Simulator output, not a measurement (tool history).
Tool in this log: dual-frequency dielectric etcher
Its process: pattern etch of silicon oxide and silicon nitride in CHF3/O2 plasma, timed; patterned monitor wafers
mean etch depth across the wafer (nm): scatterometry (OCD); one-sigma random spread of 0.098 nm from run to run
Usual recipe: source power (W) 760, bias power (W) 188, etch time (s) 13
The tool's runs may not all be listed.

run    hour  source power (W)  bias power (W)  etch time (s)  wafers since the last listed run  hours since the last wet clean  hours since the last source power generator calibration  hours since the last bias power generator calibration  hours since the last upper electrode change  hours since the gauge calibration  read-back reference wafer on the same gauge, depth_nm  mean etch depth across the wafer (nm)
  1       0               760             188             15                                 0                             319                                                    955.3                                                 2495.7                                       2758.3                             1212.9                                                  26.81                                  28.08
  2    44.3               760             188             15                               860                           363.3                                                    999.6                                                   2540                                       2802.6                             1257.2                                                  26.88                                  28.25
  3    87.9               760             188             15                               847                           406.9                                                   1043.2                                                 2583.6                                       2846.2                             1300.8                                                  26.89                                  27.99
  4   113.3               870             188           11.5                               493                           432.3                                                   1068.6                                                   2609                                       2871.6                             1326.2                                                   26.9                                  22.93
  5   164.8               870             188           11.5                              1000                           483.8                                                   1120.1                                                 2660.5                                       2923.1                             1377.7                                                  26.95                                   22.9
  6   220.6               760             188             13                              1084                           539.6                                                   1175.9                                                 2716.3                                       2978.9                             1433.5                                                  26.92                                   24.5
  7   246.2               760             188             13                               497                           565.2                                                   1201.5                                                 2741.9                                       3004.5                             1459.1                                                  26.94                                  24.76
  8   276.7               760             188             13                               592                           595.7                                                     1232                                                 2772.4                                         3035                             1489.6                                                     27                                  24.64
      327.8  -- wet clean of the chamber
      417.6  -- gauge calibrated
  9   432.6               760             188             13                              2563                           104.8                                                   1387.9                                                 2928.3                                       3190.9                                 15                                                  25.83                                  23.51
 10   498.4               760             188             13                              1278                           170.6                                                   1453.7                                                 2994.1                                       3256.7                               80.8                                                  25.94                                  23.55
 11   551.1               760             188             13                              1024                           223.3                                                   1506.4                                                 3046.8                                       3309.4                              133.5                                                  25.91                                  23.35
 12   617.1               760             188             13                              1282                           289.3                                                   1572.4                                                 3112.8                                       3375.4                              199.5                                                  25.98                                  23.61
      657.8  -- bias power generator calibrated
 13   667.5               760             188             13                               901                           339.7                                                   1622.8                                                    9.7                                       3425.8                              249.9                                                     26                                  23.74
 14   721.7               760             188             13                              1053                           393.9                                                     1677                                                   63.9                                         3480                              304.1                                                     26                                  23.72
 15   781.6               760             188             13                              1163                           453.8                                                   1736.9                                                  123.8                                       3539.9                                364                                                  26.08                                  23.68
 16   848.6               620             188             13                              1301                           520.8                                                   1803.9                                                  190.8                                       3606.9                                431                                                  26.17                                  21.62
      891.9  -- upper electrode replaced
      904.4  -- wet clean of the chamber
 17   904.9               760             201             11                               385                             0.5                                                   1860.2                                                  247.1                                           13                              487.3                                                  26.19                                  20.48
      929.7  -- source power generator calibrated
 18   934.7               860             208             11                               501                            30.3                                                        5                                                  276.9                                         42.8                              517.1                                                  26.24                                  21.69
 19   973.2               820             188             16                               748                            68.8                                                     43.5                                                  315.4                                         81.3                              555.6                                                  26.19                                  30.44
 20  1032.2               660             172             13                              1146                           127.8                                                    102.5                                                  374.4                                        140.3                              614.6                                                  26.28                                  21.91
 21  1080.5               760             188             16                               938                           176.1                                                    150.8                                                  422.7                                        188.6                              662.9                                                  26.32                                  29.43
 22  1115.4               900             164             16                               678                             211                                                    185.7                                                  457.6                                        223.5                              697.8                                                   26.4                                  30.53
 23  1144.4               590             165             10                               563                             240                                                    214.7                                                  486.6                                        252.5                              726.8                                                  26.34                                  15.93
 24  1180.1               860             224             13                               693                           275.7                                                    250.4                                                  522.3                                        288.2                              762.5                                                  26.36                                  26.48
 25  1206.5               760             188             15                               513                           302.1                                                    276.8                                                  548.7                                        314.6                              788.9                                                  26.36                                  27.73
 26  1267.8               920             188             13                              1191                           363.4                                                    338.1                                                    610                                        375.9                              850.2                                                  26.46                                  25.81
 27  1325.2               760             188             13                              1115                           420.8                                                    395.5                                                  667.4                                        433.3                              907.6                                                  26.48                                  23.99
 28  1370.5               830             188           11.5                               880                           466.1                                                    440.8                                                  712.7                                        478.6                              952.9                                                  26.54                                  22.06

Branching from run 28: 4 alternative next runs. What would each branch give?
  A  1370.9               760             188             13                                 7                           466.5                                                    441.2                                                  713.1                                          479                              953.3                                                      ?                                      ?
  B  1370.9               650             175             15                                 7                           466.5                                                    441.2                                                  713.1                                          479                              953.3                                                      ?                                      ?
  C  1370.9               630             223             10                                 7                           466.5                                                    441.2                                                  713.1                                          479                              953.3                                                      ?                                      ?
  D  1370.9               760             154             15                                 7                           466.5                                                    441.2                                                  713.1                                          479                              953.3                                                      ?                                      ?

run  read-back reference wafer on the same gauge, depth_nm  mean etch depth across the wafer (nm)
  A                                                  26.52                                  24.05
  B                                                  26.52                                  25.46
  C                                                  26.52                                  17.78
  D                                                  26.52                                  26.51
Without the tool's hidden state the same runs would have given:
run  mean etch depth across the wafer (nm)
  A                                   23.4
  B                                  24.77
  C                                   17.3
  D                                  25.79
